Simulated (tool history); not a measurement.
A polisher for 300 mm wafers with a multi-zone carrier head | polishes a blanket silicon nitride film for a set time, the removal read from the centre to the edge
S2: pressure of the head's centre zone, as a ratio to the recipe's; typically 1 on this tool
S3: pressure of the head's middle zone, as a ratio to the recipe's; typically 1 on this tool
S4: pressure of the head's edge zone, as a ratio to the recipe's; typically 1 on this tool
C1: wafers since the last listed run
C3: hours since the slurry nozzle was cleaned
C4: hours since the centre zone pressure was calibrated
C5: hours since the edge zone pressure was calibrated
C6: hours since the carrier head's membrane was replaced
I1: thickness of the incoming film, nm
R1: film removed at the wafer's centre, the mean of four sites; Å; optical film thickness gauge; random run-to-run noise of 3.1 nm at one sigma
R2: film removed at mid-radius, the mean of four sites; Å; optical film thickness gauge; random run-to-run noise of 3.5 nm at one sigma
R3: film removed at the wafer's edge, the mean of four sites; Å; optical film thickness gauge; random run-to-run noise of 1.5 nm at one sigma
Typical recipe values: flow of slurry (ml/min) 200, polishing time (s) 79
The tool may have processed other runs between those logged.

run 1 hour=0 | flow_of_slurry_(ml/min)=135 S2=1 S3=1 S4=1 polishing_time_(s)=79 | C1=0 wafers_polished_on_this_pad=875 C3=63.1 C4=17.1 C5=20.2 C6=17.4 | I1=853.9 | R1=2292 R2=2238 R3=2241
run 2 hour=25.8 | flow_of_slurry_(ml/min)=200 S2=1 S3=0.94 S4=1 polishing_time_(s)=79 | C1=265 wafers_polished_on_this_pad=1141 C3=88.9 C4=42.9 C5=46 C6=43.2 | I1=834.6 | R1=2340 R2=2229 R3=2317
run 3 hour=51.6 | flow_of_slurry_(ml/min)=200 S2=0.88 S3=1 S4=1 polishing_time_(s)=79 | C1=265 wafers_polished_on_this_pad=1406 C3=114.7 C4=68.7 C5=71.8 C6=69 | I1=837.5 | R1=2074 R2=2303 R3=2285
run 4 hour=82.6 | flow_of_slurry_(ml/min)=200 S2=1 S3=1.11 S4=1 polishing_time_(s)=99 | C1=319 wafers_polished_on_this_pad=1725 C3=145.7 C4=99.7 C5=102.8 C6=100 | I1=847.5 | R1=2882 R2=3134 R3=2878
run 5 hour=113.4 | flow_of_slurry_(ml/min)=200 S2=1 S3=1 S4=1 polishing_time_(s)=79 | C1=316 wafers_polished_on_this_pad=2042 C3=176.5 C4=130.5 C5=133.6 C6=130.8 | I1=850.5 | R1=2348 R2=2237 R3=2292
run 6 hour=142.6 | flow_of_slurry_(ml/min)=200 S2=0.92 S3=0.96 S4=1.07 polishing_time_(s)=68 | C1=300 wafers_polished_on_this_pad=2343 C3=205.7 C4=159.7 C5=162.8 C6=160 | I1=851.7 | R1=1876 R2=1882 R3=2046
-- hour=154.1 worn pad replaced by a new one
run 7 hour=169.1 | flow_of_slurry_(ml/min)=175 S2=1 S3=1 S4=1 polishing_time_(s)=79 | C1=231 wafers_polished_on_this_pad=154 C3=232.2 C4=186.2 C5=189.3 C6=186.5 | I1=835.4 | R1=2381 R2=2338 R3=2387
run 8 hour=195.1 | flow_of_slurry_(ml/min)=200 S2=1 S3=1 S4=1.11 polishing_time_(s)=79 | C1=267 wafers_polished_on_this_pad=422 C3=258.2 C4=212.2 C5=215.3 C6=212.5 | I1=843.8 | R1=2416 R2=2417 R3=2497
-- hour=207.5 slurry nozzle cleaned
run 9 hour=223.4 | flow_of_slurry_(ml/min)=200 S2=0.91 S3=1 S4=1 polishing_time_(s)=79 | C1=280 wafers_polished_on_this_pad=703 C3=15.9 C4=240.5 C5=243.6 C6=240.8 | I1=840.9 | R1=2233 R2=2318 R3=2353
run 10 hour=248.6 | flow_of_slurry_(ml/min)=200 S2=1 S3=1 S4=1 polishing_time_(s)=66 | C1=259 wafers_polished_on_this_pad=962 C3=41.1 C4=265.7 C5=268.8 C6=266 | I1=844.9 | R1=1946 R2=1933 R3=1961
run 11 hour=269.8 | flow_of_slurry_(ml/min)=200 S2=1 S3=1.07 S4=1 polishing_time_(s)=68 | C1=218 wafers_polished_on_this_pad=1180 C3=62.3 C4=286.9 C5=290 C6=287.2 | I1=836.8 | R1=2008 R2=2141 R3=2005
run 12 hour=293.9 | flow_of_slurry_(ml/min)=155 S2=1 S3=1.09 S4=0.96 polishing_time_(s)=79 | C1=248 wafers_polished_on_this_pad=1428 C3=86.4 C4=311 C5=314.1 C6=311.3 | I1=838.7 | R1=2215 R2=2439 R3=2223
run 13 hour=318.5 | flow_of_slurry_(ml/min)=260 S2=1 S3=1.11 S4=1 polishing_time_(s)=79 | C1=253 wafers_polished_on_this_pad=1682 C3=111 C4=335.6 C5=338.7 C6=335.9 | I1=837 | R1=2399 R2=2622 R3=2369
-- hour=336.4 edge zone pressure recalibrated
run 14 hour=351.6 | flow_of_slurry_(ml/min)=135 S2=1 S3=1 S4=1 polishing_time_(s)=79 | C1=320 wafers_polished_on_this_pad=2002 C3=144.1 C4=368.7 C5=15.2 C6=369 | I1=851.4 | R1=2197 R2=2173 R3=2243
-- hour=385.5 worn pad replaced by a new one
run 15 hour=386.6 | flow_of_slurry_(ml/min)=200 S2=1 S3=1 S4=1.05 polishing_time_(s)=79 | C1=319 wafers_polished_on_this_pad=10 C3=179.1 C4=403.7 C5=50.2 C6=404 | I1=836.6 | R1=2416 R2=2447 R3=2484
run 16 hour=401.9 | flow_of_slurry_(ml/min)=200 S2=1.08 S3=1.09 S4=0.92 polishing_time_(s)=79 | C1=157 wafers_polished_on_this_pad=168 C3=194.4 C4=419 C5=65.5 C6=419.3 | I1=847.6 | R1=2565 R2=2592 R3=2298
run 17 hour=423.3 | flow_of_slurry_(ml/min)=230 S2=1 S3=1.07 S4=0.95 polishing_time_(s)=79 | C1=220 wafers_polished_on_this_pad=388 C3=215.8 C4=440.4 C5=86.9 C6=440.7 | I1=840.1 | R1=2429 R2=2525 R3=2333
-- hour=428 slurry nozzle cleaned
run 18 hour=446.7 | flow_of_slurry_(ml/min)=200 S2=1.04 S3=1 S4=1 polishing_time_(s)=57 | C1=230 wafers_polished_on_this_pad=619 C3=18.7 C4=463.8 C5=110.3 C6=464.1 | I1=831.4 | R1=1775 R2=1699 R3=1717
run 19 hour=475.6 | flow_of_slurry_(ml/min)=200 S2=1 S3=1 S4=1 polishing_time_(s)=79 | C1=297 wafers_polished_on_this_pad=916 C3=47.6 C4=492.7 C5=139.2 C6=493 | I1=842.3 | R1=2361 R2=2402 R3=2342
run 20 hour=504.3 | flow_of_slurry_(ml/min)=200 S2=1 S3=1 S4=1 polishing_time_(s)=79 | C1=295 wafers_polished_on_this_pad=1212 C3=76.3 C4=521.4 C5=167.9 C6=521.7 | I1=839.3 | R1=2374 R2=2328 R3=2326
run 21 hour=558.3 | flow_of_slurry_(ml/min)=200 S2=1 S3=0.96 S4=0.89 polishing_time_(s)=79 | C1=555 wafers_polished_on_this_pad=1767 C3=130.3 C4=575.4 C5=221.9 C6=575.7 | I1=838.6 | R1=2351 R2=2264 R3=2189
run 22 hour=580.7 | flow_of_slurry_(ml/min)=200 S2=1 S3=1 S4=1 polishing_time_(s)=79 | C1=230 wafers_polished_on_this_pad=1998 C3=152.7 C4=597.8 C5=244.3 C6=598.1 | I1=841.9 | R1=2370 R2=2270 R3=2295

Hidden condition of the tool, last listed run before each entry between runs versus first listed run after:
In the gap between runs 6 and 7: worn pad replaced by a new one (hour 154.1)
  removal rate lost through wear of the pad, %: 5.68 -> 1.15
  measured less the result without the state, R1: -113 -> -27 Å; R2: -113 -> -27 Å; R3: -123 -> -28 Å
In the gap between runs 8 and 9: slurry nozzle cleaned (hour 207.5)
  removal rate lost through wear of the pad, %: 2.39 -> 3.34
  measured less the result without the state, R1: -59 -> -77 Å; R2: -59 -> -80 Å; R3: -61 -> -82 Å
In the gap between runs 13 and 14: edge zone pressure recalibrated (hour 336.4)
  removal rate lost through wear of the pad, %: 4.89 -> 5.12
  measured less the result without the state, R1: -123 -> -119 Å; R2: -135 -> -117 Å; R3: -122 -> -121 Å
In the gap between runs 14 and 15: worn pad replaced by a new one (hour 385.5)
  removal rate lost through wear of the pad, %: 5.12 -> 0.188
  measured less the result without the state, R1: -119 -> -4 Å; R2: -117 -> -5 Å; R3: -121 -> -4 Å
In the gap between runs 17 and 18: slurry nozzle cleaned (hour 428)
  removal rate lost through wear of the pad, %: 2.14 -> 2.99
  measured less the result without the state, R1: -53 -> -54 Å; R2: -55 -> -52 Å; R3: -51 -> -53 Å
